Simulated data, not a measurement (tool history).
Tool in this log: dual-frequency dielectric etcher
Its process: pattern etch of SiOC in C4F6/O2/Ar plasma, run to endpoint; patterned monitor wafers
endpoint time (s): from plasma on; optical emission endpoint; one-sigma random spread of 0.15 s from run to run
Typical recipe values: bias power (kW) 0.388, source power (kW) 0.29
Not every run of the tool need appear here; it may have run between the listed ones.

| run | hour | bias power (kW) | source power (kW) | wafers since the last listed run | hours since the last wet clean | hours since the last bias power generator calibration | hours since the last source power generator calibration | hours since the last upper electrode change | incoming incoming film thickness, nm | endpoint time (s) |
|---|---|---|---|---|---|---|---|---|---|---|
| 1 | 0 | 0.388 | 0.31 | 0 | 211.3 | 3119 | 4445.8 | 4911.5 | 49.9 | 18.3 |
| 2 | 72.6 | 0.343 | 0.29 | 698 | 283.9 | 3191.6 | 4518.4 | 4984.1 | 50.6 | 20.2 |
| 3 | 128.8 | 0.343 | 0.29 | 540 | 340.1 | 3247.8 | 4574.6 | 5040.3 | 49.7 | 20 |
| 4 | 210.9 | 0.36 | 0.24 | 790 | 422.2 | 3329.9 | 4656.7 | 5122.4 | 50.3 | 20.5 |
|  | 293.8 | wet clean of the chamber |
| 5 | 294.3 | 0.36 | 0.24 | 571 | 0.5 | 3413.3 | 4740.1 | 5205.8 | 50.9 | 21.4 |
|  | 350.1 | bias power generator calibrated |
|  | 354.8 | source power generator calibrated |
|  | 376.8 | upper electrode replaced, of another model than before |
| 6 | 377.3 | 0.36 | 0.24 | 510 | 83.5 | 27.2 | 22.5 | 0.5 | 50.4 | 20.8 |
| 7 | 405.5 | 0.388 | 0.24 | 271 | 111.7 | 55.4 | 50.7 | 28.7 | 50.6 | 19.9 |
| 8 | 446 | 0.317 | 0.35 | 389 | 152.2 | 95.9 | 91.2 | 69.2 | 50.6 | 21.8 |
| 9 | 511.9 | 0.473 | 0.33 | 634 | 218.1 | 161.8 | 157.1 | 135.1 | 50.5 | 16.4 |
| 10 | 603.2 | 0.424 | 0.33 | 878 | 309.4 | 253.1 | 248.4 | 226.4 | 50.3 | 17.3 |
| 11 | 669.9 | 0.434 | 0.22 | 642 | 376.1 | 319.8 | 315.1 | 293.1 | 50.5 | 17.9 |
| 12 | 706.2 | 0.36 | 0.24 | 349 | 412.4 | 356.1 | 351.4 | 329.4 | 50.5 | 20 |
| 13 | 795.9 | 0.45 | 0.34 | 863 | 502.1 | 445.8 | 441.1 | 419.1 | 50.6 | 16.3 |
|  | 855.8 | wet clean of the chamber |
| 14 | 856.3 | 0.442 | 0.22 | 350 | 0.5 | 506.2 | 501.5 | 479.5 | 50 | 18.6 |
| 15 | 891.8 | 0.388 | 0.33 | 341 | 36 | 541.7 | 537 | 515 | 49.5 | 18.7 |

Subtracting, for every run, the result it would have given without the tool's unlogged condition from the measured result gives the following. The same run-to-run variation enters both numbers; the gauge's scatter may not:
Unlogged tool condition in this case: etch rate over this chamber's usual, %; bias power that arrives over what is set, %; source power that arrives over what is set, %.
| run | endpoint time (s) |
|---|---|
| 1 | -0.4 |
| 2 | -0.6 |
| 3 | -0.7 |
| 4 | -0.9 |
| 5 | -0.2 |
| 6 | -0.4 |
| 7 | -0.4 |
| 8 | -0.5 |
| 9 | -0.5 |
| 10 | -0.7 |
| 11 | -0.9 |
| 12 | -1.1 |
| 13 | -1 |
| 14 | +0.1 |
| 15 | +0 |

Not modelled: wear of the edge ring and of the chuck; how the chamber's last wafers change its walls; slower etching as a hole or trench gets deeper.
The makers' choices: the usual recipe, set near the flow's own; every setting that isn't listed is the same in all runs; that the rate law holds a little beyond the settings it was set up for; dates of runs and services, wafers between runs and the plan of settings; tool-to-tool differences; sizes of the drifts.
